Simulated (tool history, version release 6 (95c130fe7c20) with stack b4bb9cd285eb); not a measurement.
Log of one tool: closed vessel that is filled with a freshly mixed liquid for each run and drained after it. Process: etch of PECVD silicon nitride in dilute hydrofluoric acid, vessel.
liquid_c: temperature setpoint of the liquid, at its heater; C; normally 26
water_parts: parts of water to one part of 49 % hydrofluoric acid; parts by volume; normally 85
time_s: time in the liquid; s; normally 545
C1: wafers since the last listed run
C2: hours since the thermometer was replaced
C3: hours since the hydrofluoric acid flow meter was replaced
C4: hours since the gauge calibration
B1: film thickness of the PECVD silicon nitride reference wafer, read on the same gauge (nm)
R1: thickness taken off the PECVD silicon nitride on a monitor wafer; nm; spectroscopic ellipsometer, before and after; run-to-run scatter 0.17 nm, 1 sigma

{"run": 1, "hour": 0.0, "liquid_c": 26, "water_parts": 85, "time_s": 545, "C1": 0, "C2": 1844.1, "C3": 964.5, "C4": 103.5, "B1": 150.01, "R1": 20.35}
{"run": 2, "hour": 7.7, "liquid_c": 26, "water_parts": 85, "time_s": 545, "C1": 530, "C2": 1851.8, "C3": 972.2, "C4": 111.2, "B1": 150, "R1": 20.67}
{"run": 3, "hour": 14.1, "liquid_c": 25, "water_parts": 85, "time_s": 545, "C1": 440, "C2": 1858.2, "C3": 978.6, "C4": 117.6, "B1": 149.99, "R1": 19.41}
{"run": 4, "hour": 21.7, "liquid_c": 26, "water_parts": 85, "time_s": 545, "C1": 523, "C2": 1865.8, "C3": 986.2, "C4": 125.2, "B1": 150.01, "R1": 20.61}
{"run": 5, "hour": 30.4, "liquid_c": 26, "water_parts": 85, "time_s": 545, "C1": 599, "C2": 1874.5, "C3": 994.9, "C4": 133.9, "B1": 149.99, "R1": 20.56}
{"run": 6, "hour": 44.7, "liquid_c": 26, "water_parts": 85, "time_s": 545, "C1": 985, "C2": 1888.8, "C3": 1009.2, "C4": 148.2, "B1": 150.01, "R1": 20.65}
{"run": 7, "hour": 62.2, "liquid_c": 26, "water_parts": 85, "time_s": 545, "C1": 1205, "C2": 1906.3, "C3": 1026.7, "C4": 165.7, "B1": 149.99, "R1": 20.71}
{"run": 8, "hour": 72.4, "liquid_c": 26, "water_parts": 85, "time_s": 545, "C1": 702, "C2": 1916.5, "C3": 1036.9, "C4": 175.9, "B1": 150, "R1": 20.32}
{"run": 9, "hour": 86.4, "liquid_c": 26, "water_parts": 85, "time_s": 545, "C1": 964, "C2": 1930.5, "C3": 1050.9, "C4": 189.9, "B1": 150.01, "R1": 20.23}
{"run": 10, "hour": 100.9, "liquid_c": 26, "water_parts": 70, "time_s": 545, "C1": 999, "C2": 1945, "C3": 1065.4, "C4": 204.4, "B1": 150, "R1": 24.62}
{"hour": 102.6, "done": "gauge calibrated"}
{"run": 11, "hour": 116.5, "liquid_c": 26, "water_parts": 85, "time_s": 545, "C1": 1074, "C2": 1960.6, "C3": 1081, "C4": 13.9, "B1": 150, "R1": 20.18}
{"hour": 127.4, "done": "hydrofluoric acid flow meter replaced"}
{"run": 12, "hour": 132.0, "liquid_c": 22, "water_parts": 110, "time_s": 425, "C1": 999, "C2": 1976.1, "C3": 4.6, "C4": 29.4, "B1": 149.99, "R1": 10.91}
{"run": 13, "hour": 168.7, "liquid_c": 29.5, "water_parts": 85, "time_s": 545, "C1": 2528, "C2": 2012.8, "C3": 41.3, "C4": 66.1, "B1": 150.01, "R1": 29.63}
{"hour": 175.4, "done": "thermometer replaced"}
{"run": 14, "hour": 184.6, "liquid_c": 26, "water_parts": 45, "time_s": 325, "C1": 1026, "C2": 9.2, "C3": 57.2, "C4": 82, "B1": 150.01, "R1": 26.2}
{"run": 15, "hour": 190.9, "liquid_c": 26, "water_parts": 70, "time_s": 670, "C1": 434, "C2": 15.5, "C3": 63.5, "C4": 88.3, "B1": 149.99, "R1": 34.84}
{"run": 16, "hour": 204.0, "liquid_c": 22, "water_parts": 110, "time_s": 425, "C1": 902, "C2": 28.6, "C3": 76.6, "C4": 101.4, "B1": 150, "R1": 10.9}
{"run": 17, "hour": 214.6, "liquid_c": 26, "water_parts": 85, "time_s": 545, "C1": 730, "C2": 39.2, "C3": 87.2, "C4": 112, "B1": 149.99, "R1": 23.8}
{"run": 18, "hour": 221.0, "liquid_c": 22, "water_parts": 85, "time_s": 545, "C1": 440, "C2": 45.6, "C3": 93.6, "C4": 118.4, "B1": 149.99, "R1": 17.96}
{"run": 19, "hour": 237.4, "liquid_c": 26, "water_parts": 85, "time_s": 545, "C1": 1129, "C2": 62, "C3": 110, "C4": 134.8, "B1": 150, "R1": 23.49}
{"run": 20, "hour": 252.8, "liquid_c": 30.5, "water_parts": 115, "time_s": 545, "C1": 1061, "C2": 77.4, "C3": 125.4, "C4": 150.2, "B1": 149.99, "R1": 23.23}
{"run": 21, "hour": 269.4, "liquid_c": 30, "water_parts": 85, "time_s": 545, "C1": 1143, "C2": 94, "C3": 142, "C4": 166.8, "B1": 150, "R1": 30.08}

Alternative continuations, all from the tool just after run 21; predict every row:
{"run": "A", "hour": 270.2, "liquid_c": 26, "water_parts": 85, "time_s": 790, "C1": 55, "C2": 94.8, "C3": 142.8, "C4": 167.6, "B1": "?", "R1": "?"}
{"run": "B", "hour": 270.2, "liquid_c": 28, "water_parts": 85, "time_s": 545, "C1": 55, "C2": 94.8, "C3": 142.8, "C4": 167.6, "B1": "?", "R1": "?"}
{"run": "C", "hour": 270.2, "liquid_c": 26, "water_parts": 85, "time_s": 740, "C1": 55, "C2": 94.8, "C3": 142.8, "C4": 167.6, "B1": "?", "R1": "?"}

run=A B1=150 R1=33.75
run=B B1=150 R1=26.5
run=C B1=150 R1=31.61
Stripped of hidden state, with their random variation kept, the same runs would have yielded:
run=A R1=34.58
run=B R1=27.16
run=C R1=32.39
